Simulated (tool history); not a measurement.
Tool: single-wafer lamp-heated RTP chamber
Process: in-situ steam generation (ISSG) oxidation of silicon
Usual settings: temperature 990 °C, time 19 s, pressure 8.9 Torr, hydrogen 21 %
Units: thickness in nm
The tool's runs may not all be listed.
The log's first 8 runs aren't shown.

run	hour	temperature	time	pressure	hydrogen	wafers since the last listed run	wafers since the last pyrometer calibration	hours since the pressure gauge was zeroed	hours since the hydrogen flow controller was replaced	hours since the gauge calibration	read-back reference wafer on the same gauge, thickness	thickness
# hour 333.4: hydrogen flow controller replaced
# hour 405.3: pyrometer window cleaned and pyrometer calibrated
9	451.8	990	19	8.9	21	1481	512	2156.6	118.4	883.8	4.366	5.160
10	512.7	1002	19	8.9	14	671	1184	2217.5	179.3	944.7	4.368	4.950
11	607.1	990	24	8.9	21	1041	2225	2311.9	273.7	1039.1	4.371	5.801
12	657.0	973	24	8.9	29	550	2776	2361.8	323.6	1089.0	4.371	5.780
13	717.9	1006	14	9.4	28	671	3447	2422.7	384.5	1149.9	4.366	5.109
14	761.1	976	22	8.3	14	476	3924	2465.9	427.7	1193.1	4.374	4.808
# hour 790.1: pyrometer window cleaned and pyrometer calibrated, repeated, since the last time left the tool worse
15	829.4	973	14	7.6	27	665	433	2534.2	496.0	1261.4	4.368	4.383
# hour 872.4: gauge calibrated
16	884.4	1007	15	9.5	13	606	1040	2589.2	551.0	12.0	4.373	4.241
17	952.4	998	12	7.8	12	750	1790	2657.2	619.0	80.0	4.367	3.627
18	1010.5	990	19	8.9	21	640	2431	2715.3	677.1	138.1	4.369	4.969
19	1068.8	1003	16	8.9	25	643	3074	2773.6	735.4	196.4	4.371	4.993
# hour 1121.1: pressure gauge zeroed
20	1124.1	990	19	8.9	21	521	3596	3.0	790.7	251.7	4.370	4.958
21	1186.4	1009	19	9.7	18	687	4283	65.3	853.0	314.0	4.372	5.156
22	1249.0	990	19	8.9	21	690	4973	127.9	915.6	376.6	4.373	4.980
23	1282.7	990	19	8.9	21	371	5345	161.6	949.3	410.3	4.370	5.003
24	1324.9	990	19	8.9	21	465	5811	203.8	991.5	452.5	4.372	4.994
25	1387.3	990	19	8.9	25	688	6499	266.2	1053.9	514.9	4.371	5.219
26	1440.0	1001	25	8.9	21	581	7080	318.9	1106.6	567.6	4.370	5.989
27	1473.4	990	19	7.5	21	368	7449	352.3	1140.0	601.0	4.369	5.060
28	1507.3	990	16	9.7	31	373	7823	386.2	1173.9	634.9	4.365	5.006
# hour 1539.5: pyrometer window cleaned and pyrometer calibrated
29	1576.5	990	19	7.8	13	675	407	455.4	1243.1	704.1	4.366	4.512
30	1632.0	978	15	9.9	25	612	1020	510.9	1298.6	759.6	4.370	4.411

Forecast each of these 5 alternatives for the next run:
A	1632.4	990	26	8.9	21	4	1024	511.3	1299.0	760.0	?	?
B	1632.4	1010	14	10.2	17	4	1024	511.3	1299.0	760.0	?	?
C	1632.4	990	26	8.9	18	4	1024	511.3	1299.0	760.0	?	?
D	1632.4	977	23	8.9	21	4	1024	511.3	1299.0	760.0	?	?
E	1632.4	990	23	8.1	21	4	1024	511.3	1299.0	760.0	?	?

run	read-back reference wafer on the same gauge, thickness	thickness
A	4.374	5.733
B	4.374	4.360
C	4.374	5.547
D	4.374	5.148
E	4.374	5.442
Without the tool's hidden state the same runs would have given:
run	thickness
A	5.723
B	4.352
C	5.537
D	5.140
E	5.432
